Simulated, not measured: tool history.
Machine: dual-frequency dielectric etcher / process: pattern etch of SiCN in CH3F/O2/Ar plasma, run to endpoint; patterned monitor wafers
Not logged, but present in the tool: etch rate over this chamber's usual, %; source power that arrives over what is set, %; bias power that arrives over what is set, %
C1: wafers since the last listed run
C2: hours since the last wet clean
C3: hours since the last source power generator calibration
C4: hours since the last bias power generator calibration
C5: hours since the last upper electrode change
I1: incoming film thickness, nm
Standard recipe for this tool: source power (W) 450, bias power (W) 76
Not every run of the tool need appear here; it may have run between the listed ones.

{"run": 1, "day": 0.0, "source power (W)": 450, "bias power (W)": 76, "C1": 0, "C2": 331.5, "C3": 3805.5, "C4": 2057.8, "C5": 3240.5, "I1": 8.52, "endpoint time (s)": 22.5}
{"run": 2, "day": 0.529, "source power (W)": 450, "bias power (W)": 76, "C1": 200, "C2": 344.2, "C3": 3818.2, "C4": 2070.5, "C5": 3253.2, "I1": 8.47, "endpoint time (s)": 22.3}
{"run": 3, "day": 1.021, "source power (W)": 450, "bias power (W)": 76, "C1": 185, "C2": 356, "C3": 3830, "C4": 2082.3, "C5": 3265, "I1": 8.5, "endpoint time (s)": 22.4}
{"run": 4, "day": 1.462, "source power (W)": 450, "bias power (W)": 76, "C1": 167, "C2": 366.6, "C3": 3840.6, "C4": 2092.9, "C5": 3275.6, "I1": 8.45, "endpoint time (s)": 22.3}
{"run": 5, "day": 1.808, "source power (W)": 450, "bias power (W)": 76, "C1": 130, "C2": 374.9, "C3": 3848.9, "C4": 2101.2, "C5": 3283.9, "I1": 8.46, "endpoint time (s)": 22.2}
{"day": 3.4, "done": "wet clean of the chamber"}
{"run": 6, "day": 3.421, "source power (W)": 450, "bias power (W)": 76, "C1": 231, "C2": 0.5, "C3": 3887.6, "C4": 2139.9, "C5": 3322.6, "I1": 8.6, "endpoint time (s)": 23}
{"run": 7, "day": 3.433, "source power (W)": 450, "bias power (W)": 76, "C1": 4, "C2": 0.8, "C3": 3887.9, "C4": 2140.2, "C5": 3322.9, "I1": 8.45, "endpoint time (s)": 22.7}
{"day": 3.908, "done": "source power generator calibrated"}
{"run": 8, "day": 4.392, "source power (W)": 450, "bias power (W)": 76, "C1": 299, "C2": 23.8, "C3": 11.6, "C4": 2163.2, "C5": 3345.9, "I1": 8.46, "endpoint time (s)": 22.7}
{"run": 9, "day": 5.125, "source power (W)": 520, "bias power (W)": 70, "C1": 277, "C2": 41.4, "C3": 29.2, "C4": 2180.8, "C5": 3363.5, "I1": 8.55, "endpoint time (s)": 22.4}
{"day": 6.229, "done": "upper electrode replaced"}
{"run": 10, "day": 6.25, "source power (W)": 540, "bias power (W)": 66, "C1": 47, "C2": 68.4, "C3": 56.2, "C4": 2207.8, "C5": 0.5, "I1": 8.49, "endpoint time (s)": 22.4}
{"run": 11, "day": 7.675, "source power (W)": 510, "bias power (W)": 89, "C1": 538, "C2": 102.6, "C3": 90.4, "C4": 2242, "C5": 34.7, "I1": 8.46, "endpoint time (s)": 20.5}
{"day": 8.221, "done": "bias power generator calibrated"}
{"run": 12, "day": 8.325, "source power (W)": 450, "bias power (W)": 83, "C1": 182, "C2": 118.2, "C3": 106, "C4": 2.5, "C5": 50.3, "I1": 8.5, "endpoint time (s)": 21.9}
{"run": 13, "day": 8.821, "source power (W)": 370, "bias power (W)": 92, "C1": 187, "C2": 130.1, "C3": 117.9, "C4": 14.4, "C5": 62.2, "I1": 8.55, "endpoint time (s)": 22.6}
{"run": 14, "day": 9.108, "source power (W)": 400, "bias power (W)": 88, "C1": 108, "C2": 137, "C3": 124.8, "C4": 21.3, "C5": 69.1, "I1": 8.45, "endpoint time (s)": 22.1}
{"run": 15, "day": 9.45, "source power (W)": 550, "bias power (W)": 67, "C1": 129, "C2": 145.2, "C3": 133, "C4": 29.5, "C5": 77.3, "I1": 8.54, "endpoint time (s)": 22.2}
{"run": 16, "day": 9.942, "source power (W)": 410, "bias power (W)": 92, "C1": 185, "C2": 157, "C3": 144.8, "C4": 41.3, "C5": 89.1, "I1": 8.52, "endpoint time (s)": 21.8}
{"run": 17, "day": 10.683, "source power (W)": 450, "bias power (W)": 76, "C1": 280, "C2": 174.8, "C3": 162.6, "C4": 59.1, "C5": 106.9, "I1": 8.48, "endpoint time (s)": 22.4}

Alternative continuations, all from the tool just after run 17; predict every row:
{"run": "A", "day": 10.7, "source power (W)": 450, "bias power (W)": 61, "C1": 6, "C2": 175.2, "C3": 163, "C4": 59.5, "C5": 107.3, "I1": 8.58, "endpoint time (s)": "?"}
{"run": "B", "day": 10.7, "source power (W)": 390, "bias power (W)": 65, "C1": 6, "C2": 175.2, "C3": 163, "C4": 59.5, "C5": 107.3, "I1": 8.58, "endpoint time (s)": "?"}
{"run": "C", "day": 10.7, "source power (W)": 390, "bias power (W)": 58, "C1": 6, "C2": 175.2, "C3": 163, "C4": 59.5, "C5": 107.3, "I1": 8.58, "endpoint time (s)": "?"}

run=A endpoint_time_(s)=24.4
run=B endpoint_time_(s)=25
run=C endpoint_time_(s)=25.9
Without the tool's hidden state the same runs would have given:
run=A endpoint_time_(s)=24.8
run=B endpoint_time_(s)=25.3
run=C endpoint_time_(s)=26.3
